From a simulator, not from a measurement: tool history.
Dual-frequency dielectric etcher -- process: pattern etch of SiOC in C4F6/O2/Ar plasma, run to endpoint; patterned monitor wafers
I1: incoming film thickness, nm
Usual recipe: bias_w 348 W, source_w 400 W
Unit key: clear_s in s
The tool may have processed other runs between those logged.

{"run": 1, "day": 0.0, "bias_w": 348, "source_w": 400, "I1": 32.74, "clear_s": 11.6}
{"run": 2, "day": 2.308, "bias_w": 348, "source_w": 400, "I1": 32.05, "clear_s": 11.4}
{"run": 3, "day": 4.354, "bias_w": 348, "source_w": 400, "I1": 32.31, "clear_s": 11.4}
{"run": 4, "day": 6.142, "bias_w": 348, "source_w": 400, "I1": 32.4, "clear_s": 11.5}
{"run": 5, "day": 8.275, "bias_w": 348, "source_w": 400, "I1": 32.5, "clear_s": 11.6}
{"run": 6, "day": 10.508, "bias_w": 348, "source_w": 400, "I1": 32.51, "clear_s": 11.5}
{"run": 7, "day": 13.075, "bias_w": 348, "source_w": 400, "I1": 32.37, "clear_s": 11.6}
{"run": 8, "day": 20.492, "bias_w": 348, "source_w": 400, "I1": 32.2, "clear_s": 11.7}
{"run": 9, "day": 23.35, "bias_w": 348, "source_w": 400, "I1": 32.58, "clear_s": 11.9}
{"day": 25.962, "done": "source power generator calibrated"}
{"day": 26.329, "done": "bias power generator calibrated"}
{"day": 29.2, "done": "wet clean of the chamber"}
{"run": 10, "day": 31.888, "bias_w": 348, "source_w": 400, "I1": 32.26, "clear_s": 11.4}
{"run": 11, "day": 33.921, "bias_w": 348, "source_w": 400, "I1": 32.1, "clear_s": 11.4}
{"run": 12, "day": 35.871, "bias_w": 348, "source_w": 330, "I1": 32.43, "clear_s": 12.1}
{"run": 13, "day": 38.483, "bias_w": 348, "source_w": 460, "I1": 32.16, "clear_s": 11.2}
{"run": 14, "day": 40.517, "bias_w": 348, "source_w": 460, "I1": 32.22, "clear_s": 11.3}
{"run": 15, "day": 43.221, "bias_w": 398, "source_w": 350, "I1": 32.28, "clear_s": 11.5}
{"run": 16, "day": 44.883, "bias_w": 391, "source_w": 470, "I1": 32.27, "clear_s": 10.9}
{"day": 47.8, "done": "upper electrode replaced"}
{"run": 17, "day": 47.821, "bias_w": 348, "source_w": 400, "I1": 32.57, "clear_s": 12.0}
{"run": 18, "day": 48.475, "bias_w": 294, "source_w": 430, "I1": 32.3, "clear_s": 12.3}
{"run": 19, "day": 49.775, "bias_w": 348, "source_w": 400, "I1": 32.13, "clear_s": 11.8}
{"run": 20, "day": 52.675, "bias_w": 301, "source_w": 320, "I1": 32.22, "clear_s": 13.3}
{"day": 53.929, "done": "wet clean of the chamber"}
{"run": 21, "day": 54.838, "bias_w": 290, "source_w": 370, "I1": 32.48, "clear_s": 12.3}
{"run": 22, "day": 57.108, "bias_w": 348, "source_w": 400, "I1": 32.1, "clear_s": 11.3}
{"run": 23, "day": 59.671, "bias_w": 420, "source_w": 360, "I1": 32.31, "clear_s": 11.0}
{"run": 24, "day": 61.133, "bias_w": 278, "source_w": 440, "I1": 32.41, "clear_s": 12.1}
{"run": 25, "day": 62.679, "bias_w": 268, "source_w": 400, "I1": 32.11, "clear_s": 12.5}
{"run": 26, "day": 65.388, "bias_w": 384, "source_w": 350, "I1": 32.46, "clear_s": 11.6}
{"run": 27, "day": 69.475, "bias_w": 348, "source_w": 400, "I1": 32.18, "clear_s": 11.6}
{"run": 28, "day": 71.704, "bias_w": 382, "source_w": 440, "I1": 32.34, "clear_s": 11.2}

3 ways to go on from here, each from the tool as it stands after run 28. What would each give?
{"run": "A", "day": 71.721, "bias_w": 286, "source_w": 400, "I1": 32.05, "clear_s": "?"}
{"run": "B", "day": 71.721, "bias_w": 426, "source_w": 430, "I1": 32.05, "clear_s": "?"}
{"run": "C", "day": 71.721, "bias_w": 311, "source_w": 430, "I1": 32.05, "clear_s": "?"}

run=A clear_s=12.4
run=B clear_s=10.7
run=C clear_s=11.9
Stripped of hidden state, with their random variation kept, the same runs would have yielded:
run=A clear_s=12.0
run=B clear_s=10.4
run=C clear_s=11.5
